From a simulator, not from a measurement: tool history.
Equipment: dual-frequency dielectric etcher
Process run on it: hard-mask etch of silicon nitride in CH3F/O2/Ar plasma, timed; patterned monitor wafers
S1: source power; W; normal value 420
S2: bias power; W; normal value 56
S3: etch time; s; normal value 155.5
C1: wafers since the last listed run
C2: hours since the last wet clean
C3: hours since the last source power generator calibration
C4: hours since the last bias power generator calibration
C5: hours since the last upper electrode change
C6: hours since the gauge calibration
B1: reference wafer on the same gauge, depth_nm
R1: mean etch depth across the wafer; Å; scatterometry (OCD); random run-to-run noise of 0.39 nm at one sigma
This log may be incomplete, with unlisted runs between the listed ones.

{"run": 1, "hour": 0.0, "S1": 420, "S2": 56, "S3": 155.5, "C1": 0, "C2": 411.8, "C3": 1653.9, "C4": 3734.6, "C5": 4974.6, "C6": 87.4, "B1": 97, "R1": 1086}
{"run": 2, "hour": 17.8, "S1": 420, "S2": 56, "S3": 155.5, "C1": 89, "C2": 429.6, "C3": 1671.7, "C4": 3752.4, "C5": 4992.4, "C6": 105.2, "B1": 97, "R1": 1094}
{"run": 3, "hour": 28.3, "S1": 420, "S2": 56, "S3": 155.5, "C1": 52, "C2": 440.1, "C3": 1682.2, "C4": 3762.9, "C5": 5002.9, "C6": 115.7, "B1": 97, "R1": 1092}
{"hour": 65.5, "done": "upper electrode replaced"}
{"run": 4, "hour": 66.0, "S1": 470, "S2": 56, "S3": 179, "C1": 69, "C2": 477.8, "C3": 1719.9, "C4": 3800.6, "C5": 0.5, "C6": 153.4, "B1": 97, "R1": 1305}
{"run": 5, "hour": 66.3, "S1": 470, "S2": 56, "S3": 179, "C1": 1, "C2": 478.1, "C3": 1720.2, "C4": 3800.9, "C5": 0.8, "C6": 153.7, "B1": 97, "R1": 1301}
{"run": 6, "hour": 70.5, "S1": 470, "S2": 56, "S3": 179, "C1": 21, "C2": 482.3, "C3": 1724.4, "C4": 3805.1, "C5": 5, "C6": 157.9, "B1": 97, "R1": 1304}
{"run": 7, "hour": 87.3, "S1": 420, "S2": 56, "S3": 155.5, "C1": 84, "C2": 499.1, "C3": 1741.2, "C4": 3821.9, "C5": 21.8, "C6": 174.7, "B1": 97, "R1": 1105}
{"run": 8, "hour": 103.2, "S1": 420, "S2": 56, "S3": 155.5, "C1": 80, "C2": 515, "C3": 1757.1, "C4": 3837.8, "C5": 37.7, "C6": 190.6, "B1": 97, "R1": 1104}
{"hour": 120.9, "done": "gauge calibrated"}
{"hour": 121.7, "done": "source power generator calibrated"}
{"hour": 132.7, "done": "wet clean of the chamber"}
{"run": 9, "hour": 133.2, "S1": 470, "S2": 65, "S3": 155.5, "C1": 75, "C2": 0.5, "C3": 11.5, "C4": 3867.8, "C5": 67.7, "C6": 12.3, "B1": 97, "R1": 1126}
{"run": 10, "hour": 133.6, "S1": 420, "S2": 56, "S3": 155.5, "C1": 2, "C2": 0.9, "C3": 11.9, "C4": 3868.2, "C5": 68.1, "C6": 12.7, "B1": 97, "R1": 1052}
{"run": 11, "hour": 138.7, "S1": 360, "S2": 50, "S3": 193.5, "C1": 25, "C2": 6, "C3": 17, "C4": 3873.3, "C5": 73.2, "C6": 17.8, "B1": 97, "R1": 1214}
{"hour": 156.3, "done": "bias power generator calibrated"}
{"run": 12, "hour": 156.8, "S1": 420, "S2": 56, "S3": 155.5, "C1": 71, "C2": 24.1, "C3": 35.1, "C4": 0.5, "C5": 91.3, "C6": 35.9, "B1": 97, "R1": 1052}
{"run": 13, "hour": 166.9, "S1": 490, "S2": 60, "S3": 168.5, "C1": 50, "C2": 34.2, "C3": 45.2, "C4": 10.6, "C5": 101.4, "C6": 46, "B1": 97, "R1": 1205}
{"run": 14, "hour": 181.6, "S1": 510, "S2": 49, "S3": 155.5, "C1": 74, "C2": 48.9, "C3": 59.9, "C4": 25.3, "C5": 116.1, "C6": 60.7, "B1": 97, "R1": 1059}
{"run": 15, "hour": 198.6, "S1": 420, "S2": 56, "S3": 155.5, "C1": 85, "C2": 65.9, "C3": 76.9, "C4": 42.3, "C5": 133.1, "C6": 77.7, "B1": 97, "R1": 1059}
{"run": 16, "hour": 212.4, "S1": 500, "S2": 52, "S3": 184, "C1": 69, "C2": 79.7, "C3": 90.7, "C4": 56.1, "C5": 146.9, "C6": 91.5, "B1": 97, "R1": 1286}

Predict each of these 5 candidate next runs independently; none follows another, all start after run 16:
{"run": "A", "hour": 212.9, "S1": 420, "S2": 56, "S3": 180.5, "C1": 2, "C2": 80.2, "C3": 91.2, "C4": 56.6, "C5": 147.4, "C6": 92, "B1": "?", "R1": "?"}
{"run": "B", "hour": 212.9, "S1": 520, "S2": 64, "S3": 187.5, "C1": 2, "C2": 80.2, "C3": 91.2, "C4": 56.6, "C5": 147.4, "C6": 92, "B1": "?", "R1": "?"}
{"run": "C", "hour": 212.9, "S1": 470, "S2": 69, "S3": 137, "C1": 2, "C2": 80.2, "C3": 91.2, "C4": 56.6, "C5": 147.4, "C6": 92, "B1": "?", "R1": "?"}
{"run": "D", "hour": 212.9, "S1": 420, "S2": 56, "S3": 131.5, "C1": 2, "C2": 80.2, "C3": 91.2, "C4": 56.6, "C5": 147.4, "C6": 92, "B1": "?", "R1": "?"}
{"run": "E", "hour": 212.9, "S1": 480, "S2": 47, "S3": 155.5, "C1": 2, "C2": 80.2, "C3": 91.2, "C4": 56.6, "C5": 147.4, "C6": 92, "B1": "?", "R1": "?"}

run=A B1=97 R1=1219
run=B B1=97 R1=1390
run=C B1=97 R1=1014
run=D B1=97 R1=888
run=E B1=97 R1=1031
What these runs would have given with no unlogged condition in the tool:
run=A R1=1216
run=B R1=1387
run=C R1=1012
run=D R1=886
run=E R1=1029
